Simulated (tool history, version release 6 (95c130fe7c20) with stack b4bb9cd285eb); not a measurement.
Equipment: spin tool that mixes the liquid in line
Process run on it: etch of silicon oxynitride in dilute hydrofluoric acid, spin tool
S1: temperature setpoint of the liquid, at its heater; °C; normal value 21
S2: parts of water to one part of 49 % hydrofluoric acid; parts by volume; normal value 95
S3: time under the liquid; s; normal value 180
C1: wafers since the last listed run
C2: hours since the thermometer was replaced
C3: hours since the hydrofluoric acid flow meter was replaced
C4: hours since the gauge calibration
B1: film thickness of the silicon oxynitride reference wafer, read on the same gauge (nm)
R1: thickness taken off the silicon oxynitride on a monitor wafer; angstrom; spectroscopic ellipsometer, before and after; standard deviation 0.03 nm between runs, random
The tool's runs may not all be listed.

run	hour	S1	S2	S3	C1	C2	C3	C4	B1	R1
1	0	21	95	255	0	952	743.3	126.4	110.027	45.8
2	56.6	21	95	240	355	1008.6	799.9	183	109.999	43.29
3	127.1	21	95	240	442	1079.1	870.4	253.5	109.989	43.18
4	337.6	21	95	240	1320	1289.6	1080.9	464	109.986	41.96
5	374.4	17.5	95	180	230	1326.4	1117.7	500.8	109.991	26.52
# hour 403.8: thermometer replaced
6	404.3	17.5	95	180	181	0.5	1147.6	530.7	109.996	26.54
7	427.2	17.5	95	180	143	23.4	1170.5	553.6	110.007	26.91
8	478.9	21	95	180	324	75.1	1222.2	605.3	110.024	31.28
9	505.6	25.5	115	125	167	101.8	1248.9	632	110.016	22.3
10	539.3	21	50	180	211	135.5	1282.6	665.7	109.992	62.11
# hour 542.5: hydrofluoric acid flow meter replaced
# hour 543.8: gauge calibrated
11	601.8	17.5	95	220	385	198	59.3	58	110.006	35.2
12	641.3	25	95	180	247	237.5	98.8	97.5	109.976	41.39
13	678.7	18	95	180	234	274.9	136.2	134.9	110.014	29.36
14	705.4	17	130	135	167	301.6	162.9	161.6	110.012	15.08

Hidden state or all else? Some run-to-run changes of R1, split into what the settings, what came in and random variation would give without the hidden state, and what is left for the hidden state (with any gauge scatter that isn't in both results):
Hidden state at play: liquid colder than its thermometer reads (K); hydrofluoric acid flow below the setpoint (%); gauge reads high (%).
Run 9 -> 10: S1 25.5 -> 21, S2 115 -> 50, S3 125 -> 180. R1 +39.81 angstrom: hidden state -3.64, all else +43.45.
Run 10 -> 11: S1 21 -> 17.5, S2 50 -> 95, S3 180 -> 220, hydrofluoric acid flow meter replaced, gauge calibrated. R1 -26.91 angstrom: hidden state +5.66, all else -32.57.

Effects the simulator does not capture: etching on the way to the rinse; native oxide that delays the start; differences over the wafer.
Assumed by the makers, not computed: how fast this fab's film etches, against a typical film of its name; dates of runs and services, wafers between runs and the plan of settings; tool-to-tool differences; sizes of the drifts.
